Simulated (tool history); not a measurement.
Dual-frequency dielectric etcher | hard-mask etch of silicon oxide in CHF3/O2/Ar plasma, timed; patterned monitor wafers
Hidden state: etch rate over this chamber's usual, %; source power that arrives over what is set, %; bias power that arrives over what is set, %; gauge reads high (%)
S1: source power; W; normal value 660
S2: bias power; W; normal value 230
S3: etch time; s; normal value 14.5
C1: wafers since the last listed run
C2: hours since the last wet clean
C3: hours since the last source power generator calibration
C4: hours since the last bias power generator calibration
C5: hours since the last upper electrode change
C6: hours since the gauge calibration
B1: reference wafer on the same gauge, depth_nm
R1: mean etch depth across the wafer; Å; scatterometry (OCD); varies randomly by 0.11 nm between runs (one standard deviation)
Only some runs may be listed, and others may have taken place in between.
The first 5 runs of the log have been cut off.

{"run": 6, "hour": 282.2, "S1": 660, "S2": 230, "S3": 14.5, "C1": 1296, "C2": 111.6, "C3": 77.9, "C4": 2597.4, "C5": 1718.8, "C6": 407.4, "B1": 26.76, "R1": 285.5}
{"run": 7, "hour": 341.4, "S1": 660, "S2": 230, "S3": 14.5, "C1": 1322, "C2": 170.8, "C3": 137.1, "C4": 2656.6, "C5": 1778.0, "C6": 466.6, "B1": 26.74, "R1": 284.9}
{"run": 8, "hour": 369.0, "S1": 530, "S2": 287, "S3": 16.0, "C1": 616, "C2": 198.4, "C3": 164.7, "C4": 2684.2, "C5": 1805.6, "C6": 494.2, "B1": 26.71, "R1": 335.6}
{"run": 9, "hour": 403.0, "S1": 660, "S2": 230, "S3": 18.5, "C1": 759, "C2": 232.4, "C3": 198.7, "C4": 2718.2, "C5": 1839.6, "C6": 528.2, "B1": 26.71, "R1": 364.1}
{"run": 10, "hour": 455.4, "S1": 790, "S2": 203, "S3": 11.5, "C1": 1170, "C2": 284.8, "C3": 251.1, "C4": 2770.6, "C5": 1892.0, "C6": 580.6, "B1": 26.7, "R1": 218.9}
{"hour": 516.0, "done": "bias power generator calibrated"}
{"run": 11, "hour": 516.5, "S1": 660, "S2": 230, "S3": 14.5, "C1": 1276, "C2": 345.9, "C3": 312.2, "C4": 0.5, "C5": 1953.1, "C6": 641.7, "B1": 26.69, "R1": 285.8}
{"run": 12, "hour": 548.5, "S1": 660, "S2": 208, "S3": 14.5, "C1": 715, "C2": 377.9, "C3": 344.2, "C4": 32.5, "C5": 1985.1, "C6": 673.7, "B1": 26.66, "R1": 267.3}
{"run": 13, "hour": 612.1, "S1": 520, "S2": 270, "S3": 10.5, "C1": 1421, "C2": 441.5, "C3": 407.8, "C4": 96.1, "C5": 2048.7, "C6": 737.3, "B1": 26.64, "R1": 213.9}
{"run": 14, "hour": 677.1, "S1": 750, "S2": 273, "S3": 16.5, "C1": 1452, "C2": 506.5, "C3": 472.8, "C4": 161.1, "C5": 2113.7, "C6": 802.3, "B1": 26.6, "R1": 368.5}
{"hour": 733.0, "done": "wet clean of the chamber"}
{"run": 15, "hour": 733.5, "S1": 660, "S2": 230, "S3": 17.5, "C1": 724, "C2": 0.5, "C3": 529.2, "C4": 217.5, "C5": 2170.1, "C6": 858.7, "B1": 26.58, "R1": 339.0}
{"hour": 811.2, "done": "upper electrode replaced"}
{"run": 16, "hour": 811.7, "S1": 660, "S2": 230, "S3": 14.5, "C1": 1211, "C2": 78.7, "C3": 607.4, "C4": 295.7, "C5": 0.5, "C6": 936.9, "B1": 26.53, "R1": 282.3}
{"run": 17, "hour": 843.7, "S1": 660, "S2": 285, "S3": 12.0, "C1": 715, "C2": 110.7, "C3": 639.4, "C4": 327.7, "C5": 32.5, "C6": 968.9, "B1": 26.5, "R1": 262.6}
{"run": 18, "hour": 898.9, "S1": 660, "S2": 230, "S3": 14.5, "C1": 1233, "C2": 165.9, "C3": 694.6, "C4": 382.9, "C5": 87.7, "C6": 1024.1, "B1": 26.47, "R1": 283.4}
{"run": 19, "hour": 961.4, "S1": 780, "S2": 205, "S3": 17.0, "C1": 1396, "C2": 228.4, "C3": 757.1, "C4": 445.4, "C5": 150.2, "C6": 1086.6, "B1": 26.44, "R1": 322.4}
{"run": 20, "hour": 1018.6, "S1": 660, "S2": 254, "S3": 14.5, "C1": 1278, "C2": 285.6, "C3": 814.3, "C4": 502.6, "C5": 207.4, "C6": 1143.8, "B1": 26.4, "R1": 298.0}
{"run": 21, "hour": 1055.1, "S1": 660, "S2": 230, "S3": 14.5, "C1": 815, "C2": 322.1, "C3": 850.8, "C4": 539.1, "C5": 243.9, "C6": 1180.3, "B1": 26.37, "R1": 280.3}
{"run": 22, "hour": 1123.6, "S1": 750, "S2": 230, "S3": 14.5, "C1": 1530, "C2": 390.6, "C3": 919.3, "C4": 607.6, "C5": 312.4, "C6": 1248.8, "B1": 26.31, "R1": 289.5}
{"run": 23, "hour": 1173.4, "S1": 620, "S2": 185, "S3": 14.5, "C1": 1112, "C2": 440.4, "C3": 969.1, "C4": 657.4, "C5": 362.2, "C6": 1298.6, "B1": 26.26, "R1": 243.6}
{"run": 24, "hour": 1235.5, "S1": 760, "S2": 230, "S3": 16.5, "C1": 1387, "C2": 502.5, "C3": 1031.2, "C4": 719.5, "C5": 424.3, "C6": 1360.7, "B1": 26.21, "R1": 328.7}
{"hour": 1321.4, "done": "wet clean of the chamber"}
{"run": 25, "hour": 1321.9, "S1": 660, "S2": 230, "S3": 14.5, "C1": 1394, "C2": 0.5, "C3": 1117.6, "C4": 805.9, "C5": 510.7, "C6": 1447.1, "B1": 26.13, "R1": 276.3}
{"run": 26, "hour": 1361.2, "S1": 660, "S2": 208, "S3": 14.5, "C1": 878, "C2": 39.8, "C3": 1156.9, "C4": 845.2, "C5": 550.0, "C6": 1486.4, "B1": 26.11, "R1": 263.5}
{"run": 27, "hour": 1427.1, "S1": 720, "S2": 230, "S3": 14.5, "C1": 1472, "C2": 105.7, "C3": 1222.8, "C4": 911.1, "C5": 615.9, "C6": 1552.3, "B1": 26.02, "R1": 283.6}
{"run": 28, "hour": 1491.0, "S1": 620, "S2": 230, "S3": 12.0, "C1": 1427, "C2": 169.6, "C3": 1286.7, "C4": 975.0, "C5": 679.8, "C6": 1616.2, "B1": 25.99, "R1": 226.9}
{"run": 29, "hour": 1524.7, "S1": 530, "S2": 197, "S3": 18.0, "C1": 753, "C2": 203.3, "C3": 1320.4, "C4": 1008.7, "C5": 713.5, "C6": 1649.9, "B1": 25.93, "R1": 297.9}
{"hour": 1567.6, "done": "gauge calibrated"}
{"run": 30, "hour": 1569.0, "S1": 790, "S2": 279, "S3": 18.5, "C1": 989, "C2": 247.6, "C3": 1364.7, "C4": 1053.0, "C5": 757.8, "C6": 1.4, "B1": 27.07, "R1": 427.1}

Predict each of these 4 candidate next runs independently; none follows another, all start after run 30:
{"run": "A", "hour": 1569.4, "S1": 660, "S2": 202, "S3": 14.5, "C1": 8, "C2": 248.0, "C3": 1365.1, "C4": 1053.4, "C5": 758.2, "C6": 1.8, "B1": "?", "R1": "?"}
{"run": "B", "hour": 1569.4, "S1": 660, "S2": 209, "S3": 18.5, "C1": 8, "C2": 248.0, "C3": 1365.1, "C4": 1053.4, "C5": 758.2, "C6": 1.8, "B1": "?", "R1": "?"}
{"run": "C", "hour": 1569.4, "S1": 600, "S2": 183, "S3": 12.5, "C1": 8, "C2": 248.0, "C3": 1365.1, "C4": 1053.4, "C5": 758.2, "C6": 1.8, "B1": "?", "R1": "?"}
{"run": "D", "hour": 1569.4, "S1": 730, "S2": 214, "S3": 18.0, "C1": 8, "C2": 248.0, "C3": 1365.1, "C4": 1053.4, "C5": 758.2, "C6": 1.8, "B1": "?", "R1": "?"}

run=A B1=27.10 R1=269.3
run=B B1=27.10 R1=350.5
run=C B1=27.10 R1=214.0
run=D B1=27.10 R1=354.1
Take away the tool's hidden state, keep each run's random variation, and the runs would have read:
run=A R1=268.4
run=B R1=349.3
run=C R1=213.3
run=D R1=353.0
